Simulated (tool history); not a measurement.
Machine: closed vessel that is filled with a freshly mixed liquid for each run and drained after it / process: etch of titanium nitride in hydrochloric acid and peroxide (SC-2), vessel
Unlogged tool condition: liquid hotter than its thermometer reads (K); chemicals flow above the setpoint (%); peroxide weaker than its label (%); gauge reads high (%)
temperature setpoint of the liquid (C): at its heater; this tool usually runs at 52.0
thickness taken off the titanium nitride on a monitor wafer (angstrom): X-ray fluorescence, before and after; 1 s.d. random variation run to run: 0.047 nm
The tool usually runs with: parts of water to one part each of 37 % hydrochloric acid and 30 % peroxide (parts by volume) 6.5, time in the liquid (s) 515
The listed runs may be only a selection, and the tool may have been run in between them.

| run | hour | temperature setpoint of the liquid (C) | parts of water to one part each of 37 % hydrochloric acid and 30 % peroxide (parts by volume) | time in the liquid (s) | wafers since the last listed run | hours since the thermometer was replaced | hours since the chemicals flow meter was replaced | hours since the drum of peroxide was connected | hours since the gauge calibration | read-back film thickness of the titanium nitride reference wafer, read on the same gauge (nm) | thickness taken off the titanium nitride on a monitor wafer (angstrom) |
|---|---|---|---|---|---|---|---|---|---|---|---|
| 1 | 0.0 | 47.5 | 6.5 | 515 | 0 | 756.9 | 864.9 | 366.3 | 188.9 | 150.03 | 103.7 |
| 2 | 27.5 | 47.5 | 6.5 | 515 | 1980 | 784.4 | 892.4 | 393.8 | 216.4 | 149.97 | 104.0 |
| 3 | 60.2 | 47.5 | 6.5 | 515 | 2354 | 817.1 | 925.1 | 426.5 | 249.1 | 150.03 | 104.3 |
| 4 | 91.2 | 52.0 | 6.5 | 515 | 2232 | 848.1 | 956.1 | 457.5 | 280.1 | 150.02 | 141.2 |
| 5 | 133.3 | 52.0 | 6.5 | 515 | 3031 | 890.2 | 998.2 | 499.6 | 322.2 | 150.00 | 141.3 |
| 6 | 166.4 | 52.0 | 6.5 | 515 | 2383 | 923.3 | 1031.3 | 532.7 | 355.3 | 150.04 | 142.2 |
| 7 | 224.1 | 47.5 | 7.0 | 515 | 4154 | 981.0 | 1089.0 | 590.4 | 413.0 | 150.01 | 100.4 |
| 8 | 266.9 | 47.5 | 7.0 | 515 | 3081 | 1023.8 | 1131.8 | 633.2 | 455.8 | 150.02 | 100.3 |
| 9 | 305.6 | 52.0 | 8.0 | 245 | 2786 | 1062.5 | 1170.5 | 671.9 | 494.5 | 150.02 | 58.4 |
|  | 307.7 | chemicals flow meter replaced |
| 10 | 333.8 | 48.5 | 6.5 | 515 | 1958 | 1090.7 | 26.1 | 700.1 | 522.7 | 150.07 | 105.5 |
|  | 364.8 | gauge calibrated |
| 11 | 378.1 | 52.0 | 6.5 | 800 | 3189 | 1135.0 | 70.4 | 744.4 | 13.3 | 150.04 | 206.5 |
|  | 406.8 | thermometer replaced |
| 12 | 422.6 | 47.5 | 6.5 | 515 | 3132 | 15.8 | 114.9 | 788.9 | 57.8 | 149.99 | 95.8 |
|  | 474.1 | new drum of peroxide connected |
| 13 | 493.6 | 54.5 | 5.5 | 515 | 5040 | 86.8 | 185.9 | 19.5 | 128.8 | 150.03 | 173.2 |
| 14 | 544.7 | 52.0 | 6.5 | 515 | 3679 | 137.9 | 237.0 | 70.6 | 179.9 | 150.03 | 131.4 |
| 15 | 613.0 | 52.0 | 6.5 | 515 | 4918 | 206.2 | 305.3 | 138.9 | 248.2 | 149.98 | 132.1 |
| 16 | 638.2 | 58.0 | 6.5 | 425 | 1814 | 231.4 | 330.5 | 164.1 | 273.4 | 150.00 | 161.0 |

Measured less the same run without the tool's hidden state. The same run-to-run variation is in both; the gauge's scatter may not be:
| run | thickness taken off the titanium nitride on a monitor wafer (angstrom) |
|---|---|
| 1 | +8.9 |
| 2 | +9.2 |
| 3 | +9.5 |
| 4 | +13.1 |
| 5 | +13.6 |
| 6 | +14.0 |
| 7 | +10.6 |
| 8 | +10.9 |
| 9 | +6.7 |
| 10 | +3.8 |
| 11 | +8.2 |
| 12 | +1.2 |
| 13 | +3.2 |
| 14 | +3.1 |
| 15 | +4.0 |
| 16 | +5.2 |
